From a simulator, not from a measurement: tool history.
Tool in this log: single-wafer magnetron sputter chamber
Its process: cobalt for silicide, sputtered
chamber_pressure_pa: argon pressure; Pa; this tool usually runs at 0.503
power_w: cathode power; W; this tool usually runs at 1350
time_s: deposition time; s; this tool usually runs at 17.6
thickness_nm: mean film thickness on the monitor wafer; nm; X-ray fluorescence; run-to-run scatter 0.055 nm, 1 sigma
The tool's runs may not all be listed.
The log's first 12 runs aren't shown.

run,hour,chamber_pressure_pa,power_w,time_s,wafers since the last listed run,wafers on the sputter target,hours since the last manometer calibration,hours since the magnet pack was replaced,hours since the gauge calibration,"read-back reference wafer on the same gauge, thickness_nm",thickness_nm
13,1264.0,0.503,1350,17.6,1746,5878,923.4,5570.8,2982.7,9.717,10.898
# hour 1343.0: gauge calibrated
14,1353.8,0.503,1350,17.6,2394,8273,1013.2,5660.6,10.8,9.701,10.697
15,1424.5,0.503,1350,17.6,1885,10158,1083.9,5731.3,81.5,9.698,10.709
# hour 1512.1: capacitance manometer re-zeroed and calibrated
16,1526.9,0.696,1200,20.9,2517,12676,14.8,5833.7,183.9,9.697,10.616
# hour 1609.3: sputter target and shields replaced
17,1627.0,0.503,1350,19.8,2456,473,114.9,5933.8,284.0,9.717,12.694
18,1721.0,0.357,1050,18.7,2506,2979,208.9,6027.8,378.0,9.705,9.717
19,1827.7,0.503,1350,17.6,2845,5825,315.6,6134.5,484.7,9.696,10.949
20,1934.1,0.431,1050,19.1,2837,8663,422.0,6240.9,591.1,9.699,9.530
21,1982.3,0.503,1350,17.6,1285,9948,470.2,6289.1,639.3,9.691,10.875
22,2038.3,0.673,1500,17.6,1493,11442,526.2,6345.1,695.3,9.711,11.285
# hour 2233.8: magnet pack replaced
23,2246.0,0.446,1100,18.7,5326,16768,733.9,12.2,903.0,9.683,9.610
# hour 2307.9: sputter target and shields replaced
24,2341.8,0.503,1350,17.6,2341,905,829.7,108.0,998.8,9.698,11.200

The next listed run, before its measurement:
25,2422.4,0.309,1550,17.6,2149,3054,910.3,188.6,1079.4,?,?

read-back reference wafer on the same gauge, thickness_nm: 9.710
thickness_nm: 13.394 nm
Had the tool carried no hidden state, the very same run would have given thickness_nm 13.723 nm.

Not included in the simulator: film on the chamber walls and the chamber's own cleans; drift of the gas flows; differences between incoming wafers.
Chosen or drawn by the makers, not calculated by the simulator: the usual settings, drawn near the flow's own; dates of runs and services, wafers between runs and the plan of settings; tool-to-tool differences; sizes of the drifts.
